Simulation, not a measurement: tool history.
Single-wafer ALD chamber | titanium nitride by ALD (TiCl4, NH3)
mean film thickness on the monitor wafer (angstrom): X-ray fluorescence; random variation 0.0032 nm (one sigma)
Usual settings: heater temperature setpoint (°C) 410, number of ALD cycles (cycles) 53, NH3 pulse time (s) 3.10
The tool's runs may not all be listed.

run   hour  heater temperature setpoint (°C)  number of ALD cycles (cycles)  NH3 pulse time (s)  read-back reference wafer on the same gauge, thickness_nm  mean film thickness on the monitor wafer (angstrom)
  1    0.0                               410                             56                3.10                                                      1.249                                                13.65
  2   13.8                               417                             53                3.10                                                      1.248                                                13.00
  3   26.5                               410                             53                2.72                                                      1.246                                                12.88
  4   40.7                               410                             53                2.72                                                      1.247                                                12.83
  5   48.3                               410                             53                2.72                                                      1.247                                                12.82
  6   62.8                               410                             53                3.10                                                      1.246                                                12.93
  7   75.0                               410                             53                3.10                                                      1.246                                                12.93
  8   88.8                               410                             53                3.10                                                      1.245                                                12.91
  9  104.1                               410                             53                3.10                                                      1.244                                                12.89
 10  120.0                               410                             53                3.10                                                      1.243                                                12.89
 11  137.2                               410                             53                3.10                                                      1.243                                                12.82
 12  143.2                               415                             53                3.10                                                      1.242                                                12.90
 13  150.7                               415                             53                3.10                                                      1.242                                                12.84
 14  164.2                               415                             53                3.10                                                      1.240                                                12.85
 15  174.4                               410                             53                3.10                                                      1.240                                                12.87
 16  189.2                               405                             53                3.10                                                      1.240                                                12.85
 17  204.9                               405                             53                3.10                                                      1.238                                                12.84
 18  214.0                               404                             46                3.10                                                      1.237                                                11.14
 19  231.7                               410                             53                2.72                                                      1.237                                                12.74
 20  242.7                               410                             45                2.39                                                      1.236                                                10.76
 21  258.2                               410                             62                3.10                                                      1.234                                                14.96
 22  267.4                               410                             45                3.10                                                      1.233                                                10.84
 23  280.6                               410                             53                3.10                                                      1.232                                                12.77
 24  300.2                               419                             50                2.71                                                      1.231                                                11.96
 25  305.3                               410                             56                3.98                                                      1.230                                                13.62
 26  354.8                               410                             53                3.10                                                      1.225                                                12.72
 27  371.8                               410                             62                3.66                                                      1.254                                                15.31
 28  385.7                               416                             48                1.91                                                      1.254                                                11.60
 29  391.8                               410                             61                2.75                                                      1.253                                                14.87
 30  398.8                               410                             50                3.10                                                      1.254                                                12.22
 31  405.8                               410                             56                3.98                                                      1.254                                                13.82
 32  416.1                               424                             61                2.23                                                      1.254                                                14.91
 33  427.2                               403                             45                2.47                                                      1.253                                                10.91
 34  439.8                               410                             47                3.10                                                      1.253                                                11.46
 35  457.2                               410                             43                3.10                                                      1.253                                                10.51
 36  466.1                               422                             46                3.10                                                      1.253                                                11.29
 37  477.0                               410                             53                3.10                                                      1.252                                                12.90
 38  485.5                               410                             62                2.44                                                      1.252                                                15.04
 39  502.0                               410                             60                2.18                                                      1.251                                                14.53

Taken out of this log: 3 entries between the listed runs. Where each belongs, and how the hidden state differs across it:
Between runs 18 and 19: thermocouple changed; heater temperature recalibrated (hour 226.3)
  gauge reads high (%): -1.01 -> -1.11
  measured less the result without the state, mean film thickness on the monitor wafer (angstrom): -0.11 -> -0.14
Between runs 23 and 24: showerhead replaced (hour 299.7)
  gauge reads high (%): -1.43 -> -1.57
  measured less the result without the state, mean film thickness on the monitor wafer (angstrom): -0.18 -> -0.20
Between runs 26 and 27: gauge calibrated (hour 359.8)
  gauge reads high (%): -2 -> 0.318
  measured less the result without the state, mean film thickness on the monitor wafer (angstrom): -0.26 -> +0.05

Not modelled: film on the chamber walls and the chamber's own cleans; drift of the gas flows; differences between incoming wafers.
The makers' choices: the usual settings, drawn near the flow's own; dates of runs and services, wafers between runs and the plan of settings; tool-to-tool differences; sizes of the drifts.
